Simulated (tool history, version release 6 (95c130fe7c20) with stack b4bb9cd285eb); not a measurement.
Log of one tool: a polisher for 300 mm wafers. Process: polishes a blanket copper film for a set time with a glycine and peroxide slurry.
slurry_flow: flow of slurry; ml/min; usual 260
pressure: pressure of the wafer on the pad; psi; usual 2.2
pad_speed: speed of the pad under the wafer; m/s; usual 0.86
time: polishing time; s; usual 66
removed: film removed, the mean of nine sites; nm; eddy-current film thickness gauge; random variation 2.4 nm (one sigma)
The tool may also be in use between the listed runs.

| run | hour | slurry_flow | pressure | pad_speed | time | incoming thickness of the incoming film, nm | removed |
|---|---|---|---|---|---|---|---|
| 1 | 0 | 260 | 2.2 | 0.86 | 66 | 1969.2 | 215.4 |
| 2 | 38.7 | 260 | 2.8 | 0.86 | 66 | 1950.3 | 263.5 |
| 3 | 71.5 | 260 | 2.8 | 0.86 | 66 | 1966.2 | 257 |
| 4 | 102.2 | 260 | 2.2 | 0.86 | 66 | 2028 | 217 |
|  | 114.1 | head pressure recalibrated |
| 5 | 150.2 | 260 | 2.2 | 0.86 | 78 | 1969.1 | 253.4 |
|  | 206.7 | worn pad replaced by a new one |
| 6 | 219.5 | 260 | 2.2 | 0.78 | 51 | 2017.8 | 168.6 |
| 7 | 283.4 | 260 | 2.2 | 0.78 | 51 | 2033.1 | 168.4 |
|  | 285.3 | slurry nozzle cleaned |
| 8 | 352.4 | 260 | 2.2 | 0.86 | 66 | 2009.7 | 216.7 |
| 9 | 415.5 | 260 | 2.2 | 0.86 | 66 | 1963.3 | 217.6 |
| 10 | 473.8 | 260 | 2.2 | 0.86 | 66 | 1971.4 | 214.2 |
| 11 | 512.5 | 260 | 2.2 | 0.86 | 66 | 1982.1 | 212.1 |
| 12 | 576.3 | 260 | 2.2 | 0.86 | 66 | 1984.3 | 212 |
|  | 614.8 | head pressure recalibrated |
| 13 | 628.6 | 315 | 2.2 | 0.86 | 66 | 2023.1 | 213.2 |
| 14 | 658.4 | 315 | 2.2 | 0.86 | 66 | 1977.7 | 212.7 |
|  | 686.3 | worn pad replaced by a new one |
| 15 | 700.8 | 260 | 2.2 | 0.86 | 86 | 1963.9 | 304.9 |
| 16 | 738.2 | 190 | 2.2 | 0.86 | 66 | 1996.3 | 221.5 |
| 17 | 772.6 | 200 | 2.9 | 0.86 | 66 | 1962.3 | 271.4 |
| 18 | 819 | 260 | 2.2 | 0.86 | 66 | 2008.9 | 224.1 |
| 19 | 872.4 | 260 | 2.2 | 0.86 | 66 | 1999.7 | 220.6 |
| 20 | 901.2 | 260 | 2.2 | 0.98 | 66 | 1992.2 | 231.3 |
| 21 | 934.2 | 260 | 2.2 | 0.86 | 66 | 1962.2 | 216.6 |
| 22 | 1004.9 | 220 | 2.2 | 1.04 | 66 | 1960.8 | 230.2 |
| 23 | 1040.7 | 260 | 2.2 | 0.78 | 66 | 1973.3 | 202.8 |
|  | 1106.8 | worn pad replaced by a new one |
| 24 | 1108.3 | 330 | 1.6 | 0.86 | 73 | 1988 | 214.6 |
|  | 1141.4 | slurry nozzle cleaned |
|  | 1156 | head pressure recalibrated |
| 25 | 1156.5 | 260 | 2.7 | 0.86 | 66 | 1975.5 | 270.2 |
| 26 | 1209.8 | 210 | 2.9 | 0.86 | 66 | 1986.1 | 273.8 |
| 27 | 1244.4 | 345 | 2.6 | 1.16 | 80 | 1953.1 | 361.8 |
| 28 | 1293.7 | 285 | 1.5 | 0.86 | 58 | 1967.4 | 149.5 |
| 29 | 1335 | 260 | 2.2 | 0.86 | 66 | 2015 | 222.2 |
| 30 | 1487.8 | 260 | 2.2 | 0.86 | 88 | 2018.1 | 290.9 |
| 31 | 1543.1 | 235 | 2 | 1 | 58 | 1980.9 | 184.7 |
|  | 1548.7 | worn pad replaced by a new one |
| 32 | 1574.9 | 260 | 1.5 | 1.04 | 66 | 1994.9 | 189.3 |
| 33 | 1635.9 | 190 | 2.2 | 0.86 | 66 | 1999.5 | 215 |
|  | 1664.8 | head pressure recalibrated |
| 34 | 1677 | 300 | 1.9 | 0.86 | 66 | 1952.2 | 201.6 |
| 35 | 1735.4 | 345 | 2.4 | 1.12 | 66 | 2007.7 | 270.6 |
| 36 | 1781.6 | 260 | 2.2 | 1.08 | 82 | 1994.9 | 296.2 |
| 37 | 1835.7 | 325 | 2.2 | 0.68 | 66 | 1958.1 | 199.2 |

What the log doesn't show, run by run:
slurry flow missing at the pad, %: 0 in every run
deviation of the head's pressure from its setpoint, %: 0 in every run
H1: removal rate lost through wear of the pad, %
| run | H1 |
|---|---|
| 1 | 9.47 |
| 2 | 9.93 |
| 3 | 10.2 |
| 4 | 10.5 |
| 5 | 10.8 |
| 6 | 2.78 |
| 7 | 5.95 |
| 8 | 8.19 |
| 9 | 9.53 |
| 10 | 10.4 |
| 11 | 10.8 |
| 12 | 11.3 |
| 13 | 11.5 |
| 14 | 11.7 |
| 15 | 1.72 |
| 16 | 3.7 |
| 17 | 5.15 |
| 18 | 6.67 |
| 19 | 7.94 |
| 20 | 8.47 |
| 21 | 8.96 |
| 22 | 9.73 |
| 23 | 10 |
| 24 | 0.431 |
| 25 | 3.12 |
| 26 | 5.28 |
| 27 | 6.33 |
| 28 | 7.48 |
| 29 | 8.2 |
| 30 | 9.69 |
| 31 | 9.96 |
| 32 | 3.62 |
| 33 | 6.42 |
| 34 | 7.78 |
| 35 | 9.19 |
| 36 | 9.98 |
| 37 | 10.7 |
